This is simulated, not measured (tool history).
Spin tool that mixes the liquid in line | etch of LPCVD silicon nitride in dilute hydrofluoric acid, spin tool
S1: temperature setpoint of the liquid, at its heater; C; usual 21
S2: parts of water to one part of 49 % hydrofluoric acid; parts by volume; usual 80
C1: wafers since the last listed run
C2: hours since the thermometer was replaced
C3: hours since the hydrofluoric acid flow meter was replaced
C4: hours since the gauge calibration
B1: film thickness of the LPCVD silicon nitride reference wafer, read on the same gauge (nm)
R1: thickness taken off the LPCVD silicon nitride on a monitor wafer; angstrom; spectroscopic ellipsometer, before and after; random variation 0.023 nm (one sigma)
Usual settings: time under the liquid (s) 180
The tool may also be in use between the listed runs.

run 1 day=0 | S1=25 S2=80 time_under_the_liquid_(s)=180 | C1=0 C2=2358.8 C3=1821 C4=333.7 | B1=59.997 | R1=14.04
run 2 day=0.283 | S1=21 S2=80 time_under_the_liquid_(s)=180 | C1=59 C2=2365.6 C3=1827.8 C4=340.5 | B1=60.006 | R1=10.19
run 3 day=0.925 | S1=21 S2=80 time_under_the_liquid_(s)=180 | C1=135 C2=2381 C3=1843.2 C4=355.9 | B1=59.98 | R1=10.71
run 4 day=2.842 | S1=21 S2=80 time_under_the_liquid_(s)=180 | C1=403 C2=2427 C3=1889.2 C4=401.9 | B1=59.984 | R1=9.87
run 5 day=3.483 | S1=21 S2=80 time_under_the_liquid_(s)=180 | C1=135 C2=2442.4 C3=1904.6 C4=417.3 | B1=60.007 | R1=10.48
run 6 day=3.946 | S1=21 S2=80 time_under_the_liquid_(s)=180 | C1=97 C2=2453.5 C3=1915.7 C4=428.4 | B1=59.997 | R1=10.44
run 7 day=4.229 | S1=19.5 S2=80 time_under_the_liquid_(s)=180 | C1=59 C2=2460.3 C3=1922.5 C4=435.2 | B1=60.009 | R1=9.34
run 8 day=4.558 | S1=19.5 S2=80 time_under_the_liquid_(s)=180 | C1=69 C2=2468.2 C3=1930.4 C4=443.1 | B1=59.972 | R1=9.81
-- day=4.921 gauge calibrated
run 9 day=5.162 | S1=19.5 S2=80 time_under_the_liquid_(s)=180 | C1=127 C2=2482.7 C3=1944.9 C4=5.8 | B1=59.999 | R1=9.28
run 10 day=5.538 | S1=21 S2=80 time_under_the_liquid_(s)=125 | C1=78 C2=2491.7 C3=1953.9 C4=14.8 | B1=59.995 | R1=7.26
run 11 day=6.05 | S1=21 S2=80 time_under_the_liquid_(s)=125 | C1=107 C2=2504 C3=1966.2 C4=27.1 | B1=60.008 | R1=7.38
run 12 day=6.3 | S1=21 S2=110 time_under_the_liquid_(s)=180 | C1=52 C2=2510 C3=1972.2 C4=33.1 | B1=60.007 | R1=7.6
run 13 day=6.817 | S1=21 S2=110 time_under_the_liquid_(s)=180 | C1=108 C2=2522.4 C3=1984.6 C4=45.5 | B1=60.01 | R1=7.68
-- day=7.533 hydrofluoric acid flow meter replaced
run 14 day=8.354 | S1=21 S2=80 time_under_the_liquid_(s)=180 | C1=314 C2=2559.3 C3=19.7 C4=82.4 | B1=59.994 | R1=10.56
run 15 day=8.621 | S1=19 S2=80 time_under_the_liquid_(s)=140 | C1=56 C2=2565.7 C3=26.1 C4=88.8 | B1=60.003 | R1=7.05
run 16 day=9.217 | S1=21 S2=80 time_under_the_liquid_(s)=180 | C1=125 C2=2580 C3=40.4 C4=103.1 | B1=59.991 | R1=10.27
run 17 day=9.962 | S1=22.5 S2=105 time_under_the_liquid_(s)=180 | C1=156 C2=2597.9 C3=58.3 C4=121 | B1=59.978 | R1=8.77

The next listed run, before its measurement:
run 18 day=10.271 | S1=21 S2=80 time_under_the_liquid_(s)=85 | C1=64 C2=2605.3 C3=65.7 C4=128.4 | B1=? | R1=?

Run 18 gave B1 60.003, R1 4.89 angstrom.
Without the tool's hidden state the same run would have given R1 4.89 angstrom.
